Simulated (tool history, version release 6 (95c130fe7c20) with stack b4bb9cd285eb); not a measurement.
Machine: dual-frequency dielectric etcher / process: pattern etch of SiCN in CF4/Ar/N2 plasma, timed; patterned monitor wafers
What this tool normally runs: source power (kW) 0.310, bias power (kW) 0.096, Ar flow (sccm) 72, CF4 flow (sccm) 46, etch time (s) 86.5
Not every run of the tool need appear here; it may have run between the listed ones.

run	hour	source power (kW)	bias power (kW)	Ar flow (sccm)	CF4 flow (sccm)	etch time (s)	read-back reference wafer on the same gauge, depth_nm	mean etch depth across the wafer (Å)
1	0.0	0.310	0.096	72	46	86.5	59.8	545
2	7.3	0.310	0.096	72	46	86.5	59.8	539
# hour 20.6: source power generator calibrated
3	32.2	0.310	0.096	72	46	86.5	59.8	539
# hour 43.4: gauge calibrated
4	67.5	0.310	0.096	72	46	86.5	59.8	536
5	96.5	0.260	0.096	72	46	86.5	59.8	447
6	115.7	0.250	0.096	79	46	108.5	59.9	528
7	148.4	0.310	0.096	67	46	86.5	59.8	543
# hour 173.3: upper electrode replaced
8	179.1	0.310	0.089	80	46	86.5	59.8	506
# hour 200.6: bias power generator calibrated
9	201.1	0.360	0.075	72	55	86.5	59.8	566
10	224.3	0.360	0.096	86	46	67.0	59.8	463
11	252.0	0.340	0.096	90	35	86.5	59.7	545
12	267.0	0.250	0.089	72	46	86.5	59.6	405
13	296.7	0.370	0.084	60	40	86.5	59.8	608
# hour 327.2: Ar flow controller replaced
14	327.7	0.310	0.106	72	57	79.5	59.8	515
15	358.3	0.310	0.096	72	46	86.5	59.8	529
16	372.8	0.260	0.096	72	57	86.5	59.8	445
17	458.7	0.310	0.096	72	46	86.5	59.8	520
# hour 501.7: wet clean of the chamber
18	502.2	0.310	0.096	67	46	86.5	59.8	552
19	509.0	0.270	0.096	72	46	86.5	59.8	471
20	526.7	0.310	0.096	72	46	95.5	59.8	597

Hidden state or all else? Some run-to-run changes of mean etch depth across the wafer (Å), split into what the settings, what came in and random variation would give without the hidden state, and what is left for the hidden state (with any gauge scatter that isn't in both results):
Hidden state at play: etch rate over this chamber's usual, %; source power that arrives over what is set, %; bias power that arrives over what is set, %; Ar flow that arrives over what is set, %; CF4 flow that arrives over what is set, %; gauge reads high (%).
Run 11 -> 12: source power (kW) 0.340 -> 0.250, bias power (kW) 0.096 -> 0.089, Ar flow (sccm) 90 -> 72, CF4 flow (sccm) 35 -> 46. mean etch depth across the wafer (Å) -140: hidden state +2, all else -142.
Run 12 -> 13: source power (kW) 0.250 -> 0.370, bias power (kW) 0.089 -> 0.084, Ar flow (sccm) 72 -> 60, CF4 flow (sccm) 46 -> 40. mean etch depth across the wafer (Å) +203: hidden state -6, all else +209.
Run 16 -> 17: source power (kW) 0.260 -> 0.310, CF4 flow (sccm) 57 -> 46. mean etch depth across the wafer (Å) +75: hidden state -7, all else +82.
Run 17 -> 18: Ar flow (sccm) 72 -> 67, wet clean of the chamber. mean etch depth across the wafer (Å) +32: hidden state +22, all else +10.
